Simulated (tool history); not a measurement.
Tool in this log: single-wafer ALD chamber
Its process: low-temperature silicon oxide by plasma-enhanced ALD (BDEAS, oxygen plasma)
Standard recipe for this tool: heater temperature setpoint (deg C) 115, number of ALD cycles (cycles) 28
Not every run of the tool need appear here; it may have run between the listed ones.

run,hour,heater temperature setpoint (deg C),number of ALD cycles (cycles),"read-back reference wafer on the same gauge, thickness_nm",mean film thickness on the monitor wafer (Å)
1,0.0,107,27,3.006,36.25
2,83.8,107,27,3.010,36.45
3,126.1,107,27,3.009,36.40
4,185.0,125,28,3.010,36.35
5,288.1,125,28,3.010,36.36
6,366.8,115,28,3.009,37.11
7,419.5,115,28,3.010,36.90
8,508.3,124,28,3.008,36.55
9,671.4,124,28,3.008,36.30
10,768.1,124,28,3.010,36.35
11,824.0,115,28,3.010,37.17
12,889.2,115,28,3.011,37.00
13,991.0,115,23,3.011,30.36
14,1085.1,107,24,3.011,32.21
15,1165.7,128,30,3.009,38.76
16,1230.5,127,28,3.009,36.25
# hour 1270.6: gauge calibrated
17,1308.2,121,26,3.012,34.08
18,1351.7,126,23,3.008,29.79
19,1398.2,115,28,3.008,37.09
# hour 1533.1: thermocouple changed; heater temperature recalibrated
20,1672.5,115,34,3.011,45.25
21,1767.4,110,24,3.011,32.28
22,1812.3,122,26,3.011,34.03
23,1870.6,126,23,3.012,30.00
24,2006.9,130,28,3.010,36.03
25,2083.1,125,28,3.011,36.51

Each row is a separate what-if for the run after 25, all from the same tool condition, not one after another. Results?
A,2083.5,115,28,?,?
B,2083.5,115,33,?,?
C,2083.5,128,32,?,?
D,2083.5,103,26,?,?

run,"read-back reference wafer on the same gauge, thickness_nm",mean film thickness on the monitor wafer (Å)
A,3.012,37.30
B,3.012,43.96
C,3.012,41.61
D,3.012,35.40
Had the tool no hidden state, the same runs would have come out as:
run,mean film thickness on the monitor wafer (Å)
A,37.54
B,44.25
C,41.89
D,35.63

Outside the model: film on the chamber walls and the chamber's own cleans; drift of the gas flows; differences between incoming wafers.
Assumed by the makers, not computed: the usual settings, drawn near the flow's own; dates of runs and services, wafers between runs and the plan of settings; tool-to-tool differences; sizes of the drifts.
